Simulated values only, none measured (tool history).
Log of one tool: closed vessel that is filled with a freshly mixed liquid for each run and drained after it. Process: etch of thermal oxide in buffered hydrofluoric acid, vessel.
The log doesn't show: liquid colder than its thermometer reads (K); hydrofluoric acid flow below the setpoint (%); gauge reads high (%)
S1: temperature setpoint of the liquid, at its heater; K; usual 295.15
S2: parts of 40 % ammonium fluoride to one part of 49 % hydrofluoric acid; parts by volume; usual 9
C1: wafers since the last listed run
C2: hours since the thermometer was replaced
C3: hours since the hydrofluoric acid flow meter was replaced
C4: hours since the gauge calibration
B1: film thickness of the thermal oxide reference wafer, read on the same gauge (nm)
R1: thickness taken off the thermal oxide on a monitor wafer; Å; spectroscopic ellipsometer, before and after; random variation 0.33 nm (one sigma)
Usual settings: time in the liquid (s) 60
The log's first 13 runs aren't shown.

At hour 675.2: gauge calibrated.
Run 14, hour 691.8: usual settings; C1 5097; C2 905; C3 137.8; C4 16.6; B1 139.99. Result: R1 591.5 Å.
At hour 705.4: thermometer replaced.
Run 15, hour 757.1: usual settings; C1 6771; C2 51.7; C3 203.1; C4 81.9; B1 140. Result: R1 554.8 Å.
Run 16, hour 807.8: usual settings but S1 292.15 K, S2 10 parts by volume, time in the liquid (s) 70; C1 5339; C2 102.4; C3 253.8; C4 132.6; B1 139.99. Result: R1 506.4 Å.
Run 17, hour 858.9: usual settings but S1 297.65 K, S2 12.5 parts by volume, time in the liquid (s) 30; C1 5381; C2 153.5; C3 304.9; C4 183.7; B1 140. Result: R1 237.6 Å.
Run 18, hour 898: usual settings but S1 290.15 K, S2 12.5 parts by volume, time in the liquid (s) 70; C1 4117; C2 192.6; C3 344; C4 222.8; B1 140.01. Result: R1 364.5 Å.
Run 19, hour 962: usual settings but S1 297.65 K; C1 6740; C2 256.6; C3 408; C4 286.8; B1 139.96. Result: R1 629.2 Å.
Run 20, hour 1032.5: usual settings but S1 299.65 K, S2 12.5 parts by volume; C1 7424; C2 327.1; C3 478.5; C4 357.3; B1 140.06. Result: R1 527.9 Å.
Run 21, hour 1069.4: usual settings; C1 3886; C2 364; C3 515.4; C4 394.2; B1 140.03. Result: R1 535.6 Å.
Run 22, hour 1110: usual settings but S2 6.5 parts by volume, time in the liquid (s) 70; C1 4275; C2 404.6; C3 556; C4 434.8; B1 139.96. Result: R1 874.9 Å.
Run 23, hour 1176.7: usual settings but time in the liquid (s) 90; C1 7024; C2 471.3; C3 622.7; C4 501.5; B1 140.04. Result: R1 807.8 Å.
At hour 1198.6: thermometer replaced, repeated, since the last time left the tool worse.
Run 24, hour 1239: usual settings but S1 297.15 K; C1 6455; C2 40.4; C3 685; C4 563.8; B1 140. Result: R1 698.3 Å.
Run 25, hour 1305.4: usual settings but S2 7 parts by volume, time in the liquid (s) 35; C1 6992; C2 106.8; C3 751.4; C4 630.2; B1 139.96. Result: R1 483.5 Å.
Run 26, hour 1364.7: usual settings but S2 6 parts by volume, time in the liquid (s) 30; C1 6245; C2 166.1; C3 810.7; C4 689.5; B1 140.04. Result: R1 468.5 Å.
Run 27, hour 1401.7: usual settings; C1 3896; C2 203.1; C3 847.7; C4 726.5; B1 139.97. Result: R1 621.5 Å.
Run 28, hour 1442.7: usual settings but time in the liquid (s) 40; C1 4317; C2 244.1; C3 888.7; C4 767.5; B1 139.97. Result: R1 413.3 Å.
Run 29, hour 1508.6: usual settings but S1 291.15 K, time in the liquid (s) 80; C1 6940; C2 310; C3 954.6; C4 833.4; B1 140.03. Result: R1 655.8 Å.

The next listed run, before its measurement:
Run 30, hour 1537.8: usual settings; C1 3075; C2 339.2; C3 983.8; C4 862.6; B1 ?. Result: R1 ?.

B1: 140.03
R1: 611.9 Å
Without the tool's hidden state the same run would have given R1 636.4 Å.

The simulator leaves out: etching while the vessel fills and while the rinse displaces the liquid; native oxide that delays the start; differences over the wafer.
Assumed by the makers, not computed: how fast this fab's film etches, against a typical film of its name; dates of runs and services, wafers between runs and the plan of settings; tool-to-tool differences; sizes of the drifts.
